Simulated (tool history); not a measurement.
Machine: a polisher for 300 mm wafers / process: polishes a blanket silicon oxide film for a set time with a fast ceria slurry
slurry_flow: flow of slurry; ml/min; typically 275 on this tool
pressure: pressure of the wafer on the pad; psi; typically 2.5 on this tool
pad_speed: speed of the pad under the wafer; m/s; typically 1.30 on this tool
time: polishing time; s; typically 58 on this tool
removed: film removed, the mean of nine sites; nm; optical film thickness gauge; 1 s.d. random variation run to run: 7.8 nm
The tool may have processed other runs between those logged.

run	hour	slurry_flow	pressure	pad_speed	time	wafers since the last listed run	wafers polished on this pad	hours since the slurry nozzle was cleaned	hours since the head pressure was calibrated	incoming thickness of the incoming film, nm	removed
1	0.0	275	2.5	1.30	58	0	574	854.8	664.8	2927.7	1059.7
# hour 5.6: worn pad replaced by a new one
2	6.2	275	2.5	1.30	58	18	4	861.0	671.0	2957.7	1072.4
3	16.7	275	2.5	1.30	58	87	92	871.5	681.5	2962.4	1065.1
4	34.0	275	2.5	1.30	58	144	237	888.8	698.8	2920.0	1071.1
5	41.7	275	2.5	1.30	58	64	301	896.5	706.5	2910.6	1062.3
6	55.3	275	2.5	1.30	58	113	415	910.1	720.1	2916.7	1066.9
# hour 60.8: head pressure recalibrated
7	63.7	275	2.5	1.08	58	53	468	918.5	2.9	2884.4	879.1
# hour 77.4: worn pad replaced by a new one
8	77.9	275	2.5	1.08	58	85	4	932.7	17.1	2955.4	892.7
# hour 89.9: slurry nozzle cleaned
9	90.4	275	2.5	1.30	58	96	100	0.5	29.6	2929.2	1070.0
10	99.0	275	1.9	1.30	58	71	172	9.1	38.2	2929.7	863.7
11	108.6	180	2.3	0.84	49	80	252	18.7	47.8	2888.4	517.0
12	114.9	275	2.8	1.58	40	52	305	25.0	54.1	2884.7	985.9

For run 13, what comes out?
13	127.2	330	3.4	1.02	47	102	408	37.3	66.4	2919.5	?

Run 13 gave removed 888.9 nm.
Were there no unlogged condition in the tool, this run, its random variation unchanged, would have produced removed 888.9 nm.
